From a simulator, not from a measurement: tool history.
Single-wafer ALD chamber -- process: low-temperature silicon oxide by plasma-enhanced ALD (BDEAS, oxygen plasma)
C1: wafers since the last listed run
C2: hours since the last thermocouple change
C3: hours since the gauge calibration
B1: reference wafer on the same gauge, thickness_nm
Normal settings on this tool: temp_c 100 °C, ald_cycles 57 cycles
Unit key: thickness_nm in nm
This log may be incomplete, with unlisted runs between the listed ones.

Run 1, day 0: usual settings but temp_c 106 °C; C1 0; C2 782.9; C3 191.2; B1 6.958. Result: thickness_nm 8.317 nm.
Run 2, day 0.712: usual settings; C1 128; C2 800; C3 208.3; B1 6.95. Result: thickness_nm 8.488 nm.
Run 3, day 1.412: usual settings; C1 126; C2 816.8; C3 225.1; B1 6.961. Result: thickness_nm 8.487 nm.
Run 4, day 1.888: usual settings; C1 85; C2 828.2; C3 236.5; B1 6.967. Result: thickness_nm 8.452 nm.
Run 5, day 2.183: usual settings but temp_c 90 °C, ald_cycles 54 cycles; C1 53; C2 835.3; C3 243.6; B1 6.954. Result: thickness_nm 8.288 nm.
Run 6, day 2.85: usual settings but temp_c 90 °C, ald_cycles 54 cycles; C1 120; C2 851.3; C3 259.6; B1 6.954. Result: thickness_nm 8.278 nm.
Run 7, day 3.596: usual settings but temp_c 90 °C, ald_cycles 54 cycles; C1 134; C2 869.2; C3 277.5; B1 6.96. Result: thickness_nm 8.287 nm.
Run 8, day 4.133: usual settings but temp_c 103 °C; C1 96; C2 882.1; C3 290.4; B1 6.963. Result: thickness_nm 8.376 nm.
Run 9, day 4.808: usual settings but temp_c 103 °C; C1 121; C2 898.3; C3 306.6; B1 6.96. Result: thickness_nm 8.384 nm.
Run 10, day 5.5: usual settings but ald_cycles 54 cycles; C1 124; C2 914.9; C3 323.2; B1 6.966. Result: thickness_nm 8.016 nm.
Run 11, day 5.858: usual settings but ald_cycles 52 cycles; C1 64; C2 923.5; C3 331.8; B1 6.962. Result: thickness_nm 7.747 nm.
Run 12, day 6.542: usual settings but ald_cycles 52 cycles; C1 123; C2 939.9; C3 348.2; B1 6.961. Result: thickness_nm 7.754 nm.
Run 13, day 6.925: usual settings; C1 69; C2 949.1; C3 357.4; B1 6.961. Result: thickness_nm 8.492 nm.
Run 14, day 7.55: usual settings; C1 112; C2 964.1; C3 372.4; B1 6.962. Result: thickness_nm 8.494 nm.
Run 15, day 8.167: usual settings; C1 111; C2 978.9; C3 387.2; B1 6.955. Result: thickness_nm 8.492 nm.
Run 16, day 8.662: usual settings but ald_cycles 51 cycles; C1 89; C2 990.8; C3 399.1; B1 6.967. Result: thickness_nm 7.597 nm.
Run 17, day 9.079: usual settings but ald_cycles 51 cycles; C1 75; C2 1000.8; C3 409.1; B1 6.957. Result: thickness_nm 7.587 nm.
Run 18, day 9.442: usual settings but ald_cycles 51 cycles; C1 65; C2 1009.5; C3 417.8; B1 6.959. Result: thickness_nm 7.597 nm.
Run 19, day 9.954: usual settings; C1 92; C2 1021.8; C3 430.1; B1 6.963. Result: thickness_nm 8.467 nm.
Run 20, day 10.488: usual settings; C1 96; C2 1034.6; C3 442.9; B1 6.958. Result: thickness_nm 8.51 nm.
Run 21, day 11.162: usual settings; C1 121; C2 1050.8; C3 459.1; B1 6.96. Result: thickness_nm 8.451 nm.
Run 22, day 11.554: usual settings; C1 70; C2 1060.2; C3 468.5; B1 6.955. Result: thickness_nm 8.503 nm.
Run 23, day 12.146: usual settings; C1 106; C2 1074.4; C3 482.7; B1 6.965. Result: thickness_nm 8.499 nm.
At day 12.579: thermocouple changed; heater temperature recalibrated.
Run 24, day 12.862: usual settings but ald_cycles 61 cycles; C1 69; C2 6.8; C3 499.9; B1 6.959. Result: thickness_nm 8.92 nm.
Run 25, day 13.238: usual settings; C1 67; C2 15.8; C3 508.9; B1 6.963. Result: thickness_nm 8.385 nm.
Run 26, day 13.921: usual settings but temp_c 111 °C, ald_cycles 64 cycles; C1 123; C2 32.2; C3 525.3; B1 6.96. Result: thickness_nm 9.223 nm.
Run 27, day 14.292: usual settings but temp_c 105 °C, ald_cycles 54 cycles; C1 66; C2 41.1; C3 534.2; B1 6.956. Result: thickness_nm 7.809 nm.
At day 14.512: gauge calibrated.
Run 28, day 14.579: usual settings but temp_c 113 °C, ald_cycles 65 cycles; C1 51; C2 48; C3 1.6; B1 6.96. Result: thickness_nm 9.313 nm.
Run 29, day 15.162: usual settings but temp_c 109 °C, ald_cycles 49 cycles; C1 105; C2 62; C3 15.6; B1 6.962. Result: thickness_nm 7.082 nm.
Run 30, day 15.892: usual settings but temp_c 110 °C, ald_cycles 67 cycles; C1 131; C2 79.5; C3 33.1; B1 6.959. Result: thickness_nm 9.712 nm.
Run 31, day 16.596: usual settings but temp_c 86 °C, ald_cycles 50 cycles; C1 126; C2 96.4; C3 50; B1 6.958. Result: thickness_nm 7.68 nm.
Run 32, day 17.6: usual settings; C1 181; C2 120.5; C3 74.1; B1 6.955. Result: thickness_nm 8.425 nm.
Run 33, day 17.929: usual settings; C1 59; C2 128.4; C3 82; B1 6.964. Result: thickness_nm 8.422 nm.
Run 34, day 18.338: usual settings but temp_c 112 °C, ald_cycles 53 cycles; C1 73; C2 138.2; C3 91.8; B1 6.962. Result: thickness_nm 7.613 nm.
Run 35, day 18.979: usual settings but ald_cycles 53 cycles; C1 115; C2 153.6; C3 107.2; B1 6.955. Result: thickness_nm 7.813 nm.
Run 36, day 19.358: usual settings but temp_c 92 °C, ald_cycles 62 cycles; C1 68; C2 162.7; C3 116.3; B1 6.954. Result: thickness_nm 9.349 nm.
Run 37, day 19.638: usual settings; C1 50; C2 169.4; C3 123; B1 6.955. Result: thickness_nm 8.439 nm.
Run 38, day 20.096: usual settings; C1 82; C2 180.4; C3 134; B1 6.964. Result: thickness_nm 8.453 nm.
Run 39, day 20.821: usual settings but temp_c 95 °C, ald_cycles 68 cycles; C1 130; C2 197.8; C3 151.4; B1 6.967. Result: thickness_nm 10.256 nm.
Run 40, day 21.104: usual settings but temp_c 86 °C, ald_cycles 62 cycles; C1 51; C2 204.6; C3 158.2; B1 6.96. Result: thickness_nm 9.521 nm.
Run 41, day 21.796: usual settings but temp_c 111 °C, ald_cycles 61 cycles; C1 124; C2 221.2; C3 174.8; B1 6.96. Result: thickness_nm 8.831 nm.
Run 42, day 22.288: usual settings but temp_c 114 °C, ald_cycles 64 cycles; C1 88; C2 233; C3 186.6; B1 6.964. Result: thickness_nm 9.173 nm.
Run 43, day 22.825: usual settings but temp_c 90 °C, ald_cycles 47 cycles; C1 96; C2 245.9; C3 199.5; B1 6.959. Result: thickness_nm 7.21 nm.
Run 44, day 23.425: usual settings but temp_c 104 °C, ald_cycles 68 cycles; C1 108; C2 260.3; C3 213.9; B1 6.957. Result: thickness_nm 9.971 nm.
Run 45, day 24.138: usual settings but ald_cycles 61 cycles; C1 128; C2 277.4; C3 231; B1 6.959. Result: thickness_nm 9.073 nm.
Run 46, day 24.404: usual settings; C1 48; C2 283.8; C3 237.4; B1 6.966. Result: thickness_nm 8.461 nm.
Run 47, day 25.129: usual settings but temp_c 114 °C, ald_cycles 67 cycles; C1 130; C2 301.2; C3 254.8; B1 6.955. Result: thickness_nm 9.663 nm.

Measured less the same run without the tool's hidden state. The same run-to-run variation is in both; the gauge's scatter may not be:
What the log doesn't record here: wafer temperature above the value expected at the setpoint (K); gauge reads high (%).
run  thickness_nm
  1        +0.072
  2        +0.145
  3        +0.146
  4        +0.145
  5        +0.138
  6        +0.139
  7        +0.139
  8        +0.108
  9        +0.109
 10        +0.141
 11        +0.136
 12        +0.137
 13         +0.15
 14         +0.15
 15        +0.151
 16        +0.135
 17        +0.135
 18        +0.135
 19        +0.151
 20        +0.152
 21        +0.151
 22        +0.153
 23        +0.153
 24        +0.017
 25        +0.021
 26        +0.017
 27        +0.015
 28         +0.02
 29        +0.018
 30         +0.03
 31        +0.049
 32        +0.065
 33        +0.068
 34        +0.033
 35        +0.071
 36        +0.086
 37        +0.081
 38        +0.085
 39        +0.107
 40        +0.099
 41        +0.051
 42        +0.056
 43        +0.085
 44        +0.063
 45        +0.117
 46        +0.111
 47        +0.067
